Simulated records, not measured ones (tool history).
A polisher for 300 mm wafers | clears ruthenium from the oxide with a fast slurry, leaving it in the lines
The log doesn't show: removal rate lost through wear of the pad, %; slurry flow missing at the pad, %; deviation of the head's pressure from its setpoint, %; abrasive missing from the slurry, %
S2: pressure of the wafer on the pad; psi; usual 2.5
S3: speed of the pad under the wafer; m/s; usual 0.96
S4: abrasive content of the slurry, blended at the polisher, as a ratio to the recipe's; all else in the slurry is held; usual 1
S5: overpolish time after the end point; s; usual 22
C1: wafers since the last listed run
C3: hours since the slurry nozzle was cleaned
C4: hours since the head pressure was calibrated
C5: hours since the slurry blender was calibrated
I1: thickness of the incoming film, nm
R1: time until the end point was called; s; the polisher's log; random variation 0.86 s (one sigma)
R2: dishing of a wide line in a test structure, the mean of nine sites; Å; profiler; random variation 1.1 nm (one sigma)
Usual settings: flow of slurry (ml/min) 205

run 1 hour=0 | flow_of_slurry_(ml/min)=205 S2=2.5 S3=0.96 S4=1 S5=22 | C1=0 wafers_polished_on_this_pad=1137 C3=369.9 C4=157.8 C5=47.9 | I1=179.3 | R1=46.7 R2=552
-- hour=60.3 worn pad replaced by a new one
run 2 hour=66.1 | flow_of_slurry_(ml/min)=205 S2=2.5 S3=0.96 S4=1 S5=22 | C1=494 wafers_polished_on_this_pad=46 C3=436 C4=223.9 C5=114 | I1=179.9 | R1=47 R2=543
-- hour=95.5 slurry blender recalibrated
run 3 hour=123 | flow_of_slurry_(ml/min)=205 S2=2.5 S3=0.96 S4=1 S5=22 | C1=436 wafers_polished_on_this_pad=483 C3=492.9 C4=280.8 C5=27.5 | I1=182.2 | R1=48.3 R2=531
run 4 hour=159.4 | flow_of_slurry_(ml/min)=205 S2=2.5 S3=0.96 S4=1 S5=22 | C1=289 wafers_polished_on_this_pad=773 C3=529.3 C4=317.2 C5=63.9 | I1=179 | R1=48.1 R2=538
run 5 hour=205.8 | flow_of_slurry_(ml/min)=205 S2=2.5 S3=0.96 S4=1 S5=22 | C1=369 wafers_polished_on_this_pad=1142 C3=575.7 C4=363.6 C5=110.3 | I1=181.2 | R1=48.2 R2=553
-- hour=235.3 slurry blender recalibrated
-- hour=262.8 worn pad replaced by a new one
run 6 hour=265.1 | flow_of_slurry_(ml/min)=205 S2=2.5 S3=0.96 S4=1 S5=22 | C1=424 wafers_polished_on_this_pad=18 C3=635 C4=422.9 C5=29.8 | I1=178.1 | R1=47 R2=545
run 7 hour=303.2 | flow_of_slurry_(ml/min)=205 S2=2.5 S3=0.96 S4=1 S5=22 | C1=303 wafers_polished_on_this_pad=321 C3=673.1 C4=461 C5=67.9 | I1=179.3 | R1=46.2 R2=531
run 8 hour=342.3 | flow_of_slurry_(ml/min)=205 S2=2.5 S3=0.96 S4=1 S5=22 | C1=311 wafers_polished_on_this_pad=632 C3=712.2 C4=500.1 C5=107 | I1=180.7 | R1=46.9 R2=546
run 9 hour=369.1 | flow_of_slurry_(ml/min)=230 S2=2.5 S3=0.96 S4=0.9 S5=26 | C1=213 wafers_polished_on_this_pad=846 C3=739 C4=526.9 C5=133.8 | I1=180.8 | R1=48.1 R2=579
run 10 hour=402.2 | flow_of_slurry_(ml/min)=205 S2=2.5 S3=0.96 S4=1.15 S5=22 | C1=263 wafers_polished_on_this_pad=1109 C3=772.1 C4=560 C5=166.9 | I1=181.3 | R1=44.1 R2=575
-- hour=404.4 slurry blender recalibrated
run 11 hour=428.9 | flow_of_slurry_(ml/min)=205 S2=2.5 S3=0.84 S4=1 S5=22 | C1=196 wafers_polished_on_this_pad=1306 C3=798.8 C4=586.7 C5=24.5 | I1=178.8 | R1=51.8 R2=494
-- hour=449.1 slurry nozzle cleaned
-- hour=450.6 head pressure recalibrated
-- hour=458.7 worn pad replaced by a new one
run 12 hour=485.2 | flow_of_slurry_(ml/min)=205 S2=2.5 S3=0.82 S4=1 S5=22 | C1=396 wafers_polished_on_this_pad=210 C3=36.1 C4=34.6 C5=80.8 | I1=178.6 | R1=53.1 R2=478
run 13 hour=510.9 | flow_of_slurry_(ml/min)=175 S2=1.8 S3=0.74 S4=1 S5=22 | C1=204 wafers_polished_on_this_pad=415 C3=61.8 C4=60.3 C5=106.5 | I1=178.1 | R1=85.7 R2=349
run 14 hour=554 | flow_of_slurry_(ml/min)=205 S2=2.5 S3=0.96 S4=1 S5=22 | C1=342 wafers_polished_on_this_pad=758 C3=104.9 C4=103.4 C5=149.6 | I1=180.3 | R1=46.6 R2=537
-- hour=568.3 slurry blender recalibrated
-- hour=630.8 worn pad replaced by a new one
-- hour=700.9 slurry blender recalibrated
run 15 hour=704.6 | flow_of_slurry_(ml/min)=205 S2=2.5 S3=0.96 S4=1 S5=22 | C1=1134 wafers_polished_on_this_pad=571 C3=255.5 C4=254 C5=3.7 | I1=182.1 | R1=48.2 R2=544
run 16 hour=761.9 | flow_of_slurry_(ml/min)=170 S2=2.5 S3=0.96 S4=0.9 S5=22 | C1=455 wafers_polished_on_this_pad=1027 C3=312.8 C4=311.3 C5=61 | I1=178.2 | R1=50.2 R2=505

How the hidden state differs across the entries between the runs, from the last listed run before each to the first after it:
Between runs 1 and 2: worn pad replaced by a new one (hour 60.3)
  no hidden state differs between the two runs
Between runs 2 and 3: slurry blender recalibrated (hour 95.5)
  no hidden state differs between the two runs
Between runs 5 and 6: slurry blender recalibrated (hour 235.3); worn pad replaced by a new one (hour 262.8)
  no hidden state differs between the two runs
Between runs 10 and 11: slurry blender recalibrated (hour 404.4)
  no hidden state differs between the two runs
Between runs 11 and 12: slurry nozzle cleaned (hour 449.1); head pressure recalibrated (hour 450.6); worn pad replaced by a new one (hour 458.7)
  no hidden state differs between the two runs
Between runs 14 and 15: slurry blender recalibrated (hour 568.3); worn pad replaced by a new one (hour 630.8); slurry blender recalibrated (hour 700.9)
  no hidden state differs between the two runs
